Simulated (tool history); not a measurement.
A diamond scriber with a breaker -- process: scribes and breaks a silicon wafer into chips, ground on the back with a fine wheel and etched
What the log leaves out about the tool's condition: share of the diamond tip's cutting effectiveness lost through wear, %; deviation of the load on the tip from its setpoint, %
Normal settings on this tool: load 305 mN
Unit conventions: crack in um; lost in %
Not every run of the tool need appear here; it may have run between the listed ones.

run    hour  load  wafers since the last listed run  hours since the diamond tip was replaced  hours since the load on the tip was calibrated  incoming depth of the damage left on the back of the incoming wafer, um  crack  lost
  1     0.0   347                                 0                                     194.8                                            32.4                                                                     0.53  13.62  2.26
  2    62.3   305                               148                                     257.1                                            94.7                                                                     0.37  12.50  1.26
  3   120.7   305                               138                                     315.5                                           153.1                                                                     0.54  12.94  1.27
  4   199.0   305                               186                                     393.8                                           231.4                                                                     0.52  12.78  1.43
  5   304.7   305                               251                                     499.5                                           337.1                                                                     0.53  12.95  1.29
      556.7  -- diamond tip replaced by a new one
  6   619.1   305                               742                                      62.4                                           651.5                                                                     0.35  13.57  1.42
      653.7  -- load on the tip recalibrated
  7   663.2   305                               100                                     106.5                                             9.5                                                                     0.79  13.12  2.11
  8   787.9   305                               296                                     231.2                                           134.2                                                                     0.66  14.35  2.85
  9   858.4   305                               167                                     301.7                                           204.7                                                                     0.40  14.04  3.04
 10   919.6   272                               145                                     362.9                                           265.9                                                                     0.63  12.81  1.45
      995.1  -- load on the tip recalibrated, repeated, since the last time left the tool worse
 11  1015.1   305                               222                                     458.4                                            20.0                                                                     0.32  12.54  1.12
 12  1114.5   275                               236                                     557.8                                           119.4                                                                     0.68  11.56  1.45
 13  1388.8   305                               652                                     832.1                                           393.7                                                                     0.57  13.10  1.47
     1420.7  -- diamond tip replaced by a new one
 14  1442.1   370                               121                                      21.4                                           447.0                                                                     0.77  15.11  4.93
     1544.6  -- load on the tip recalibrated
 15  1697.8   226                               603                                     277.1                                           153.2                                                                     0.70  10.45  5.01
 16  1749.7   260                               123                                     329.0                                           205.1                                                                     0.45  11.74  1.89
 17  2025.6   240                               655                                     604.9                                           481.0                                                                     0.61  11.14  2.88

Alternative continuations, all from the tool just after run 17; predict every row:
  A  2026.2   257                                 1                                     605.5                                           481.6                                                                     0.78      ?     ?
  B  2026.2   266                                 1                                     605.5                                           481.6                                                                     0.78      ?     ?
  C  2026.2   263                                 1                                     605.5                                           481.6                                                                     0.78      ?     ?

run  crack  lost
  A  11.64  1.87
  B  11.91  1.53
  C  11.82  1.63
With the hidden condition removed and each run's random variation left untouched, the same runs would have given:
run  crack  lost
  A  11.10  3.01
  B  11.36  2.39
  C  11.28  2.58

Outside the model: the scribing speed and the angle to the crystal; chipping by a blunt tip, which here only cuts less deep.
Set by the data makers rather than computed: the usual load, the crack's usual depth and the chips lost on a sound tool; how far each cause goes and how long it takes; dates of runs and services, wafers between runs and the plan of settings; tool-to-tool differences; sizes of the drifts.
